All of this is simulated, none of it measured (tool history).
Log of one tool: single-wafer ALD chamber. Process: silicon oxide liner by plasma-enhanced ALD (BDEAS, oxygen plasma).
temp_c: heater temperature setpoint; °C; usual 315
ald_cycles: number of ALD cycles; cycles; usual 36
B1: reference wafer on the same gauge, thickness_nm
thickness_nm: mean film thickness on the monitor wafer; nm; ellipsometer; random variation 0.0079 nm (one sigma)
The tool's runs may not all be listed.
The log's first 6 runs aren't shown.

Run 7, hour 428.9: usual settings but temp_c 309 °C; B1 3.687. Result: thickness_nm 3.246 nm.
Run 8, hour 524.7: usual settings but temp_c 309 °C; B1 3.688. Result: thickness_nm 3.249 nm.
Run 9, hour 628.9: usual settings; B1 3.686. Result: thickness_nm 3.227 nm.
Run 10, hour 691: usual settings but temp_c 310 °C; B1 3.691. Result: thickness_nm 3.238 nm.
Run 11, hour 770.8: usual settings; B1 3.692. Result: thickness_nm 3.239 nm.
At hour 816.1: gauge calibrated.
Run 12, hour 838.4: usual settings; B1 3.614. Result: thickness_nm 3.161 nm.
Run 13, hour 909.1: usual settings; B1 3.625. Result: thickness_nm 3.154 nm.
Run 14, hour 992.2: usual settings; B1 3.631. Result: thickness_nm 3.161 nm.
Run 15, hour 1066.4: usual settings but ald_cycles 33 cycles; B1 3.637. Result: thickness_nm 2.919 nm.
Run 16, hour 1216.6: usual settings; B1 3.654. Result: thickness_nm 3.195 nm.
Run 17, hour 1321: usual settings; B1 3.662. Result: thickness_nm 3.203 nm.
Run 18, hour 1428.8: usual settings but temp_c 307 °C, ald_cycles 29 cycles; B1 3.665. Result: thickness_nm 2.612 nm.
Run 19, hour 1491.1: usual settings but temp_c 301 °C, ald_cycles 33 cycles; B1 3.668. Result: thickness_nm 2.995 nm.
Run 20, hour 1552.5: usual settings but temp_c 307 °C, ald_cycles 42 cycles; B1 3.674. Result: thickness_nm 3.8 nm.
Run 21, hour 1639.9: usual settings but temp_c 305 °C, ald_cycles 41 cycles; B1 3.681. Result: thickness_nm 3.717 nm.
Run 22, hour 1681.3: usual settings but temp_c 325 °C, ald_cycles 31 cycles; B1 3.682. Result: thickness_nm 2.737 nm.

Run 23 comes next. What will it give?
At hour 1722.7: thermocouple changed; heater temperature recalibrated.
Run 23, hour 1755.1: usual settings but temp_c 323 °C, ald_cycles 42 cycles; B1 ?. Result: thickness_nm ?.

B1: 3.687
thickness_nm: 3.709 nm
Without the tool's hidden state the same run would have given thickness_nm 3.624 nm.
